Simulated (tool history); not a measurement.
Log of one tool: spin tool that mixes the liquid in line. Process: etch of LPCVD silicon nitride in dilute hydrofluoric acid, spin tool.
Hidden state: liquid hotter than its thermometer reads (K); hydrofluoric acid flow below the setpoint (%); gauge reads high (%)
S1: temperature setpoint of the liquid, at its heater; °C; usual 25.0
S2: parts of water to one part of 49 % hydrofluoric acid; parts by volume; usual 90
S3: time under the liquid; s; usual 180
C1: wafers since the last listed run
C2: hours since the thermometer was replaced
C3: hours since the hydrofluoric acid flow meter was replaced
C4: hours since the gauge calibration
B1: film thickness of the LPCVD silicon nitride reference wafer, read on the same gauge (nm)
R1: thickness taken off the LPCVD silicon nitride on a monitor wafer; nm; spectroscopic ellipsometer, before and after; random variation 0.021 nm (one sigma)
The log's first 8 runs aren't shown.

run   hour    S1   S2   S3   C1     C2      C3     C4      B1     R1
  9  177.9  25.0   90  180  163  163.7  1584.2  791.4  40.001  1.196
 10  207.9  27.0   90  180  231  193.7  1614.2  821.4  40.017  1.358
 11  234.6  27.0   90  180  206  220.4  1640.9  848.1  39.961  1.417
     243.1  -- gauge calibrated
 12  264.0  25.0   90  180  227  249.8  1670.3   20.9  39.997  1.246
 13  289.4  25.0   90  180  196  275.2  1695.7   46.3  40.009  1.222
 14  311.6  25.0   90  180  171  297.4  1717.9   68.5  39.965  1.198
 15  341.2  25.0   90  180  228  327.0  1747.5   98.1  40.002  1.240
 16  372.4  25.0   90  180  241  358.2  1778.7  129.3  40.000  1.223
     382.8  -- hydrofluoric acid flow meter replaced
 17  390.2  29.5   70  285  129  376.0     7.4  147.1  39.962  3.359
 18  410.1  29.0   55  125  153  395.9    27.3  167.0  40.003  1.857
 19  422.6  25.0   90  180   96  408.4    39.8  179.5  40.014  1.292
 20  442.6  23.0   75  180  154  428.4    59.8  199.5  40.005  1.346
 21  457.7  21.0   90  120  116  443.5    74.9  214.6  39.994  0.662
 22  481.8  25.0  125  210  186  467.6    99.0  238.7  39.994  1.064
 23  494.1  25.0   55   90   95  479.9   111.3  251.0  40.012  1.090
     523.0  -- thermometer replaced
 24  523.4  25.0   90  180  218    0.4   140.6  280.3  40.019  1.157
 25  553.7  25.0   90  180  234   30.7   170.9  310.6  39.999  1.193
 26  580.9  26.5   90  180  210   57.9   198.1  337.8  39.997  1.270
 27  614.1  27.5   55  265  256   91.1   231.3  371.0  39.988  3.304
 28  639.7  29.5   90  180  197  116.7   256.9  396.6  39.975  1.600
 29  673.2  22.0   60  180  258  150.2   290.4  430.1  40.008  1.441
 30  690.3  22.5   90  180  132  167.3   307.5  447.2  39.976  1.020
 31  704.3  25.0   55  265  108  181.3   321.5  461.2  39.986  2.811
 32  736.8  25.0  115  180  251  213.8   354.0  493.7  40.003  0.928

3 ways to go on from here, each from the tool as it stands after run 32. What would each give?
  A  737.3  20.0   90  180   3  214.3  354.5  494.2   ?   ?
  B  737.3  21.0   90  180   3  214.3  354.5  494.2   ?   ?
  C  737.3  27.5  125  115   3  214.3  354.5  494.2   ?   ?

run      B1     R1
  A  39.996  0.881
  B  39.996  0.943
  C  39.996  0.663
Without the tool's hidden state the same runs would have given:
run     R1
  A  0.822
  B  0.880
  C  0.622
